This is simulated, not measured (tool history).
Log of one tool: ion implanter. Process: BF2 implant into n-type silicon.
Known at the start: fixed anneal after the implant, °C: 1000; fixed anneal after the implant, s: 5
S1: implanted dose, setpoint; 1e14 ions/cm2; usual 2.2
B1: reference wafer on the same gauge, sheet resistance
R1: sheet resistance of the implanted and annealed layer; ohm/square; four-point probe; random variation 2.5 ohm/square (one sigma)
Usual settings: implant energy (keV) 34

{"run": 1, "hour": 0.0, "S1": 2.2, "implant energy (keV)": 34, "B1": 481.08, "R1": 503.63}
{"run": 2, "hour": 57.0, "S1": 1.93, "implant energy (keV)": 34, "B1": 479.87, "R1": 565.92}
{"run": 3, "hour": 84.7, "S1": 1.93, "implant energy (keV)": 34, "B1": 481.75, "R1": 564.2}
{"run": 4, "hour": 152.5, "S1": 1.93, "implant energy (keV)": 34, "B1": 480.4, "R1": 567.13}
{"run": 5, "hour": 184.1, "S1": 1.87, "implant energy (keV)": 26.5, "B1": 479.79, "R1": 592.88}
{"run": 6, "hour": 224.4, "S1": 1.73, "implant energy (keV)": 34, "B1": 482.21, "R1": 619.63}
{"run": 7, "hour": 250.6, "S1": 1.73, "implant energy (keV)": 34, "B1": 482, "R1": 618.12}
{"run": 8, "hour": 298.2, "S1": 1.73, "implant energy (keV)": 34, "B1": 481.49, "R1": 614.08}
{"run": 9, "hour": 332.1, "S1": 2.2, "implant energy (keV)": 34, "B1": 480.74, "R1": 510.79}
{"hour": 352.8, "done": "extraction supply calibrated"}
{"run": 10, "hour": 365.9, "S1": 1.65, "implant energy (keV)": 26, "B1": 481.61, "R1": 662.39}
{"run": 11, "hour": 401.5, "S1": 1.59, "implant energy (keV)": 26.5, "B1": 481.11, "R1": 681.26}
{"run": 12, "hour": 459.1, "S1": 2.2, "implant energy (keV)": 23.5, "B1": 480.52, "R1": 523.41}
{"hour": 477.6, "done": "Faraday cup replaced and dose calibrated"}
{"run": 13, "hour": 526.2, "S1": 2.2, "implant energy (keV)": 34, "B1": 481.24, "R1": 499.89}
{"run": 14, "hour": 581.6, "S1": 1.93, "implant energy (keV)": 34, "B1": 480.77, "R1": 555.63}
{"run": 15, "hour": 615.0, "S1": 2.2, "implant energy (keV)": 34, "B1": 481.16, "R1": 496.58}
{"hour": 620.1, "done": "gauge calibrated"}
{"run": 16, "hour": 704.6, "S1": 2.72, "implant energy (keV)": 42, "B1": 481.27, "R1": 414.74}
{"run": 17, "hour": 737.8, "S1": 2.62, "implant energy (keV)": 46, "B1": 480.81, "R1": 431.47}
{"run": 18, "hour": 771.4, "S1": 1.77, "implant energy (keV)": 34, "B1": 480.7, "R1": 600.62}
{"run": 19, "hour": 838.0, "S1": 1.62, "implant energy (keV)": 44.5, "B1": 481.47, "R1": 622.73}

The tool's hidden state at each run:
deviation of the true energy from its setpoint, %: 0 in every run
gauge reads high (%): 0 in every run
H1: deviation of the true dose from the Faraday cup's reading, %
run=1 H1=-3.37
run=2 H1=-3.56
run=3 H1=-3.64
run=4 H1=-3.82
run=5 H1=-3.89
run=6 H1=-3.97
run=7 H1=-4.03
run=8 H1=-4.11
run=9 H1=-4.16
run=10 H1=-4.21
run=11 H1=-4.26
run=12 H1=-4.33
run=13 H1=-0.731
run=14 H1=-1.35
run=15 H1=-1.68
run=16 H1=-2.44
run=17 H1=-2.68
run=18 H1=-2.9
run=19 H1=-3.29
